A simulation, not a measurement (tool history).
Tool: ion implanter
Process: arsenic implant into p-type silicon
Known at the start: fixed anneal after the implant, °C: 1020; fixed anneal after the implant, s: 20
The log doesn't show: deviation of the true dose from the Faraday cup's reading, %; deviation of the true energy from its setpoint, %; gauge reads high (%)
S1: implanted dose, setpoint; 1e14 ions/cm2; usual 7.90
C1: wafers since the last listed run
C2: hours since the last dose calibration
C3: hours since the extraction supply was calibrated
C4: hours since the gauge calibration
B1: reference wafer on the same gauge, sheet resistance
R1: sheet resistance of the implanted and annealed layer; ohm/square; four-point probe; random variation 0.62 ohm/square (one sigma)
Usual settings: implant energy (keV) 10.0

Run 1, hour 0.0: usual settings; C1 0; C2 1034.8; C3 3137.0; C4 623.5; B1 123.07. Result: R1 151.88 ohm/square.
At hour 15.2: gauge calibrated.
Run 2, hour 66.4: usual settings; C1 3190; C2 1101.2; C3 3203.4; C4 51.2; B1 122.99. Result: R1 151.21 ohm/square.
Run 3, hour 92.8: usual settings; C1 1268; C2 1127.6; C3 3229.8; C4 77.6; B1 122.99. Result: R1 150.77 ohm/square.
Run 4, hour 163.9: usual settings but S1 6.52 1e14 ions/cm2, implant energy (keV) 12.5; C1 3416; C2 1198.7; C3 3300.9; C4 148.7; B1 123.10. Result: R1 167.32 ohm/square.
Run 5, hour 203.6: usual settings but S1 6.52 1e14 ions/cm2, implant energy (keV) 12.5; C1 1907; C2 1238.4; C3 3340.6; C4 188.4; B1 123.04. Result: R1 166.91 ohm/square.
Run 6, hour 263.1: usual settings but S1 6.52 1e14 ions/cm2, implant energy (keV) 12.5; C1 2858; C2 1297.9; C3 3400.1; C4 247.9; B1 122.83. Result: R1 168.12 ohm/square.
Run 7, hour 288.9: usual settings but implant energy (keV) 9.0; C1 1239; C2 1323.7; C3 3425.9; C4 273.7; B1 122.99. Result: R1 151.79 ohm/square.
At hour 339.3: extraction supply calibrated.
Run 8, hour 341.9: usual settings but implant energy (keV) 9.0; C1 2162; C2 1376.7; C3 2.6; C4 326.7; B1 123.05. Result: R1 151.12 ohm/square.
Run 9, hour 389.9: usual settings; C1 2306; C2 1424.7; C3 50.6; C4 374.7; B1 122.87. Result: R1 150.38 ohm/square.
Run 10, hour 444.6: usual settings; C1 2628; C2 1479.4; C3 105.3; C4 429.4; B1 123.00. Result: R1 149.83 ohm/square.
Run 11, hour 476.5: usual settings but S1 6.53 1e14 ions/cm2, implant energy (keV) 9.0; C1 1532; C2 1511.3; C3 137.2; C4 461.3; B1 122.88. Result: R1 170.58 ohm/square.
Run 12, hour 509.4: usual settings but S1 6.53 1e14 ions/cm2, implant energy (keV) 9.0; C1 1580; C2 1544.2; C3 170.1; C4 494.2; B1 123.04. Result: R1 170.13 ohm/square.
Run 13, hour 545.7: usual settings but S1 9.02 1e14 ions/cm2; C1 1744; C2 1580.5; C3 206.4; C4 530.5; B1 122.98. Result: R1 138.38 ohm/square.
Run 14, hour 595.6: usual settings but S1 7.07 1e14 ions/cm2, implant energy (keV) 8.0; C1 2397; C2 1630.4; C3 256.3; C4 580.4; B1 123.08. Result: R1 163.07 ohm/square.
At hour 616.3: gauge calibrated.
Run 15, hour 643.8: usual settings but S1 9.63 1e14 ions/cm2, implant energy (keV) 9.0; C1 2315; C2 1678.6; C3 304.5; C4 27.5; B1 123.01. Result: R1 135.23 ohm/square.
At hour 686.8: Faraday cup replaced and dose calibrated.
Run 16, hour 703.9: usual settings but S1 8.74 1e14 ions/cm2, implant energy (keV) 8.0; C1 2503; C2 17.1; C3 364.6; C4 87.6; B1 123.04. Result: R1 141.78 ohm/square.
Run 17, hour 773.8: usual settings but S1 6.73 1e14 ions/cm2, implant energy (keV) 13.0; C1 3358; C2 87.0; C3 434.5; C4 157.5; B1 123.10. Result: R1 156.71 ohm/square.
Run 18, hour 812.2: usual settings; C1 1845; C2 125.4; C3 472.9; C4 195.9; B1 123.05. Result: R1 145.88 ohm/square.
Run 19, hour 847.5: usual settings but S1 9.29 1e14 ions/cm2, implant energy (keV) 11.0; C1 1696; C2 160.7; C3 508.2; C4 231.2; B1 123.04. Result: R1 131.94 ohm/square.
Run 20, hour 890.4: usual settings but S1 9.50 1e14 ions/cm2, implant energy (keV) 11.5; C1 2061; C2 203.6; C3 551.1; C4 274.1; B1 123.01. Result: R1 129.98 ohm/square.
At hour 911.2: Faraday cup replaced and dose calibrated, repeated, since the last time left the tool worse.
Run 21, hour 946.4: usual settings but S1 7.11 1e14 ions/cm2, implant energy (keV) 7.0; C1 2306; C2 35.2; C3 607.1; C4 330.1; B1 123.01. Result: R1 166.87 ohm/square.
Run 22, hour 970.5: usual settings but S1 6.11 1e14 ions/cm2, implant energy (keV) 13.5; C1 1157; C2 59.3; C3 631.2; C4 354.2; B1 122.99. Result: R1 175.71 ohm/square.
Run 23, hour 1009.3: usual settings but S1 9.32 1e14 ions/cm2, implant energy (keV) 12.0; C1 1864; C2 98.1; C3 670.0; C4 393.0; B1 122.96. Result: R1 135.63 ohm/square.
Run 24, hour 1044.3: usual settings but S1 8.53 1e14 ions/cm2, implant energy (keV) 7.0; C1 1681; C2 133.1; C3 705.0; C4 428.0; B1 123.01. Result: R1 150.19 ohm/square.
Run 25, hour 1075.2: usual settings but S1 8.74 1e14 ions/cm2, implant energy (keV) 8.0; C1 1484; C2 164.0; C3 735.9; C4 458.9; B1 123.01. Result: R1 145.19 ohm/square.

Forecast each of these 4 alternatives for the next run:
Run A, hour 1075.6: usual settings but S1 9.32 1e14 ions/cm2; C1 19; C2 164.4; C3 736.3; C4 459.3; B1 ?. Result: R1 ?.
Run B, hour 1075.6: usual settings but S1 6.75 1e14 ions/cm2, implant energy (keV) 11.0; C1 19; C2 164.4; C3 736.3; C4 459.3; B1 ?. Result: R1 ?.
Run C, hour 1075.6: usual settings but S1 10.21 1e14 ions/cm2, implant energy (keV) 12.5; C1 19; C2 164.4; C3 736.3; C4 459.3; B1 ?. Result: R1 ?.
Run D, hour 1075.6: usual settings but S1 10.02 1e14 ions/cm2, implant energy (keV) 8.0; C1 19; C2 164.4; C3 736.3; C4 459.3; B1 ?. Result: R1 ?.

run      B1      R1
  A  122.99  138.18
  B  122.99  167.21
  C  122.99  128.23
  D  122.99  135.86
Without the tool's hidden state the same runs would have given:
run      R1
  A  138.33
  B  167.43
  C  128.37
  D  135.99
